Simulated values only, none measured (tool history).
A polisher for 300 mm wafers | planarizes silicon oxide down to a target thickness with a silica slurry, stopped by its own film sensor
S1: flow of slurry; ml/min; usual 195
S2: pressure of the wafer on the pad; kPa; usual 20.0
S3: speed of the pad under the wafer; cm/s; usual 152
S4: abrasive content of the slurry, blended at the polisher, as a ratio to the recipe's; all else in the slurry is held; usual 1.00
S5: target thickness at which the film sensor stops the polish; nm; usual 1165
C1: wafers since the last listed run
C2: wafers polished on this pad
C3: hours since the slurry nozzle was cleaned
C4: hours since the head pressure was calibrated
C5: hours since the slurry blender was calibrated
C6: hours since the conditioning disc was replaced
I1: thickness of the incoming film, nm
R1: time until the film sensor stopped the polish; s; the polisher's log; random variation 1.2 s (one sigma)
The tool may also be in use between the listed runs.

| run | hour | S1 | S2 | S3 | S4 | S5 | C1 | C2 | C3 | C4 | C5 | C6 | I1 | R1 |
|---|---|---|---|---|---|---|---|---|---|---|---|---|---|---|
| 1 | 0.0 | 195 | 20.0 | 118 | 1.00 | 1165 | 0 | 284 | 493.0 | 1045.0 | 64.3 | 269.3 | 1383.3 | 118.6 |
| 2 | 27.7 | 195 | 20.0 | 152 | 0.80 | 1165 | 273 | 557 | 520.7 | 1072.7 | 92.0 | 297.0 | 1371.5 | 105.5 |
| 3 | 54.5 | 195 | 20.0 | 152 | 0.80 | 1165 | 264 | 821 | 547.5 | 1099.5 | 118.8 | 323.8 | 1396.7 | 119.4 |
|  | 58.5 | slurry blender recalibrated |
|  | 68.0 | worn pad replaced by a new one |
| 4 | 79.1 | 195 | 20.0 | 152 | 0.80 | 1165 | 183 | 109 | 572.1 | 1124.1 | 20.6 | 348.4 | 1379.2 | 111.0 |
| 5 | 92.2 | 195 | 20.0 | 152 | 1.15 | 1165 | 129 | 238 | 585.2 | 1137.2 | 33.7 | 361.5 | 1385.2 | 97.2 |
| 6 | 104.8 | 195 | 20.0 | 152 | 1.15 | 1165 | 124 | 362 | 597.8 | 1149.8 | 46.3 | 374.1 | 1377.6 | 96.9 |
| 7 | 129.4 | 195 | 20.0 | 152 | 1.15 | 1165 | 242 | 605 | 622.4 | 1174.4 | 70.9 | 398.7 | 1359.7 | 89.7 |
|  | 140.3 | head pressure recalibrated |
| 8 | 153.7 | 195 | 20.0 | 152 | 1.00 | 1165 | 219 | 825 | 646.7 | 13.4 | 95.2 | 423.0 | 1353.5 | 88.3 |
|  | 163.8 | worn pad replaced by a new one |
|  | 165.3 | slurry blender recalibrated |
| 9 | 172.3 | 195 | 20.0 | 152 | 1.00 | 1165 | 129 | 69 | 665.3 | 32.0 | 7.0 | 441.6 | 1369.1 | 96.9 |

The next listed run, before its measurement:
| 10 | 188.2 | 235 | 25.5 | 152 | 0.80 | 1094 | 156 | 226 | 681.2 | 47.9 | 22.9 | 457.5 | 1349.5 | ? |

{"run 10": {"R1": 104.3}}
Without the tool's hidden state the same run would have given R1 85.8 s.
